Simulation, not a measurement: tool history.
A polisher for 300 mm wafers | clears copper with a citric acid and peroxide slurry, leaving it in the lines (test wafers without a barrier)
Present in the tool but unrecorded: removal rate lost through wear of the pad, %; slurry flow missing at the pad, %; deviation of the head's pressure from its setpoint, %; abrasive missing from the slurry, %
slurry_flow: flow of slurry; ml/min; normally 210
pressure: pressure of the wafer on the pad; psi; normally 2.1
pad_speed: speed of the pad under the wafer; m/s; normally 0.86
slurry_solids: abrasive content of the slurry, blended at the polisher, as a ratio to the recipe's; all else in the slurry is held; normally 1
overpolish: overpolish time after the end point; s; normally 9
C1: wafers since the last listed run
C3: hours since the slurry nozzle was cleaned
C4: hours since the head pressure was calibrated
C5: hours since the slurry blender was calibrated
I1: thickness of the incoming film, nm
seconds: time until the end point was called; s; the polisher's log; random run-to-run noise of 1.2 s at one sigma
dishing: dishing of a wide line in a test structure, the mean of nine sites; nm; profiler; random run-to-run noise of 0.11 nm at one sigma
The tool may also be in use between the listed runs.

run 1 hour=0 | slurry_flow=155 pressure=2.1 pad_speed=0.86 slurry_solids=1 overpolish=9 | C1=0 wafers_polished_on_this_pad=81 C3=485.9 C4=1186.2 C5=150.6 | I1=141.5 | seconds=97.1 dishing=8.5
-- hour=24.2 head pressure recalibrated
run 2 hour=64.9 | slurry_flow=155 pressure=2.1 pad_speed=0.86 slurry_solids=1 overpolish=9 | C1=463 wafers_polished_on_this_pad=545 C3=550.8 C4=40.7 C5=215.5 | I1=137.2 | seconds=90.5 dishing=8.2
-- hour=112.2 slurry blender recalibrated
run 3 hour=119.8 | slurry_flow=210 pressure=2.1 pad_speed=0.86 slurry_solids=1 overpolish=9 | C1=390 wafers_polished_on_this_pad=935 C3=605.7 C4=95.6 C5=7.6 | I1=138 | seconds=89.6 dishing=8.8
-- hour=149.1 slurry nozzle cleaned
run 4 hour=164 | slurry_flow=210 pressure=2.1 pad_speed=0.86 slurry_solids=1 overpolish=9 | C1=318 wafers_polished_on_this_pad=1253 C3=14.9 C4=139.8 C5=51.8 | I1=140 | seconds=90.5 dishing=8.7
run 5 hour=213.5 | slurry_flow=255 pressure=2.1 pad_speed=0.86 slurry_solids=1 overpolish=9 | C1=365 wafers_polished_on_this_pad=1618 C3=64.4 C4=189.3 C5=101.3 | I1=142.3 | seconds=90.5 dishing=9
-- hour=234.1 worn pad replaced by a new one
run 6 hour=285 | slurry_flow=210 pressure=2.1 pad_speed=0.86 slurry_solids=1 overpolish=9 | C1=497 wafers_polished_on_this_pad=375 C3=135.9 C4=260.8 C5=172.8 | I1=142.4 | seconds=91.2 dishing=9
run 7 hour=349.3 | slurry_flow=210 pressure=2.1 pad_speed=0.86 slurry_solids=1 overpolish=9 | C1=474 wafers_polished_on_this_pad=849 C3=200.2 C4=325.1 C5=237.1 | I1=139.4 | seconds=89 dishing=8.7
-- hour=380.5 slurry blender recalibrated
run 8 hour=400.3 | slurry_flow=185 pressure=2.1 pad_speed=0.86 slurry_solids=1 overpolish=9 | C1=361 wafers_polished_on_this_pad=1211 C3=251.2 C4=376.1 C5=19.8 | I1=138.8 | seconds=91.5 dishing=8.5
run 9 hour=444.6 | slurry_flow=250 pressure=2.1 pad_speed=0.86 slurry_solids=1 overpolish=9 | C1=326 wafers_polished_on_this_pad=1537 C3=295.5 C4=420.4 C5=64.1 | I1=138.8 | seconds=87.5 dishing=8.8
-- hour=470.8 worn pad replaced by a new one
run 10 hour=479.4 | slurry_flow=250 pressure=2.1 pad_speed=0.86 slurry_solids=1 overpolish=9 | C1=227 wafers_polished_on_this_pad=63 C3=330.3 C4=455.2 C5=98.9 | I1=142.4 | seconds=89.8 dishing=9
run 11 hour=540.6 | slurry_flow=210 pressure=2.1 pad_speed=1.08 slurry_solids=1 overpolish=9 | C1=451 wafers_polished_on_this_pad=514 C3=391.5 C4=516.4 C5=160.1 | I1=138.1 | seconds=70.3 dishing=10.7
run 12 hour=576.6 | slurry_flow=210 pressure=2.1 pad_speed=1.08 slurry_solids=1 overpolish=9 | C1=265 wafers_polished_on_this_pad=779 C3=427.5 C4=552.4 C5=196.1 | I1=138.2 | seconds=71.3 dishing=10.6
-- hour=602.6 slurry blender recalibrated
run 13 hour=701.4 | slurry_flow=210 pressure=2.1 pad_speed=0.86 slurry_solids=1 overpolish=7 | C1=905 wafers_polished_on_this_pad=1685 C3=552.3 C4=677.2 C5=98.8 | I1=140.2 | seconds=88.8 dishing=7
-- hour=709 worn pad replaced by a new one
run 14 hour=808.5 | slurry_flow=210 pressure=2.1 pad_speed=0.86 slurry_solids=0.8 overpolish=9 | C1=760 wafers_polished_on_this_pad=733 C3=659.4 C4=784.3 C5=205.9 | I1=137.8 | seconds=93.5 dishing=8.5
-- hour=820.8 slurry nozzle cleaned
-- hour=866.7 slurry blender recalibrated
run 15 hour=867.1 | slurry_flow=210 pressure=2.1 pad_speed=0.86 slurry_solids=1 overpolish=9 | C1=410 wafers_polished_on_this_pad=1143 C3=46.3 C4=842.9 C5=0.4 | I1=137.3 | seconds=89.2 dishing=8.6
run 16 hour=910.8 | slurry_flow=280 pressure=2.3 pad_speed=0.66 slurry_solids=1 overpolish=12 | C1=322 wafers_polished_on_this_pad=1466 C3=90 C4=886.6 C5=44.1 | I1=138.4 | seconds=103.7 dishing=9.8
run 17 hour=940.3 | slurry_flow=210 pressure=2.1 pad_speed=0.98 slurry_solids=1 overpolish=9 | C1=217 wafers_polished_on_this_pad=1683 C3=119.5 C4=916.1 C5=73.6 | I1=139.6 | seconds=78.3 dishing=9.8
-- hour=946.4 worn pad replaced by a new one
-- hour=974.8 head pressure recalibrated
run 18 hour=986.6 | slurry_flow=210 pressure=2.6 pad_speed=1.08 slurry_solids=1 overpolish=9 | C1=297 wafers_polished_on_this_pad=281 C3=165.8 C4=11.8 C5=119.9 | I1=140 | seconds=62.8 dishing=12.4
run 19 hour=1019.8 | slurry_flow=210 pressure=1.8 pad_speed=0.86 slurry_solids=1 overpolish=11 | C1=244 wafers_polished_on_this_pad=526 C3=199 C4=45 C5=153.1 | I1=142 | seconds=100.3 dishing=9.4
run 20 hour=1082.2 | slurry_flow=210 pressure=2.1 pad_speed=0.86 slurry_solids=1 overpolish=9 | C1=460 wafers_polished_on_this_pad=986 C3=261.4 C4=107.4 C5=215.5 | I1=137.4 | seconds=88.6 dishing=9
-- hour=1123.4 slurry blender recalibrated
run 21 hour=1128.4 | slurry_flow=265 pressure=2.1 pad_speed=0.86 slurry_solids=1 overpolish=9 | C1=325 wafers_polished_on_this_pad=1312 C3=307.6 C4=153.6 C5=5 | I1=139 | seconds=89 dishing=9.1
-- hour=1169.2 worn pad replaced by a new one
run 22 hour=1192 | slurry_flow=210 pressure=2.1 pad_speed=0.86 slurry_solids=1 overpolish=9 | C1=439 wafers_polished_on_this_pad=168 C3=371.2 C4=217.2 C5=68.6 | I1=142 | seconds=93.1 dishing=8.9
run 23 hour=1235.3 | slurry_flow=275 pressure=2.1 pad_speed=1.04 slurry_solids=1.2 overpolish=4 | C1=319 wafers_polished_on_this_pad=487 C3=414.5 C4=260.5 C5=111.9 | I1=139.5 | seconds=68.5 dishing=5.2
run 24 hour=1260.3 | slurry_flow=210 pressure=2.5 pad_speed=1.04 slurry_solids=1 overpolish=9 | C1=184 wafers_polished_on_this_pad=671 C3=439.5 C4=285.5 C5=136.9 | I1=139.6 | seconds=67.2 dishing=11.6

Hidden condition of the tool, last listed run before each entry between runs versus first listed run after:
From run 1 to run 2: head pressure recalibrated (hour 24.2)
  both runs share identical hidden conditions
From run 2 to run 3: slurry blender recalibrated (hour 112.2)
  both runs share identical hidden conditions
From run 3 to run 4: slurry nozzle cleaned (hour 149.1)
  both runs share identical hidden conditions
From run 5 to run 6: worn pad replaced by a new one (hour 234.1)
  both runs share identical hidden conditions
From run 7 to run 8: slurry blender recalibrated (hour 380.5)
  both runs share identical hidden conditions
From run 9 to run 10: worn pad replaced by a new one (hour 470.8)
  both runs share identical hidden conditions
From run 12 to run 13: slurry blender recalibrated (hour 602.6)
  both runs share identical hidden conditions
From run 13 to run 14: worn pad replaced by a new one (hour 709)
  both runs share identical hidden conditions
From run 14 to run 15: slurry nozzle cleaned (hour 820.8); slurry blender recalibrated (hour 866.7)
  both runs share identical hidden conditions
From run 17 to run 18: worn pad replaced by a new one (hour 946.4); head pressure recalibrated (hour 974.8)
  both runs share identical hidden conditions
From run 20 to run 21: slurry blender recalibrated (hour 1123.4)
  both runs share identical hidden conditions
From run 21 to run 22: worn pad replaced by a new one (hour 1169.2)
  both runs share identical hidden conditions
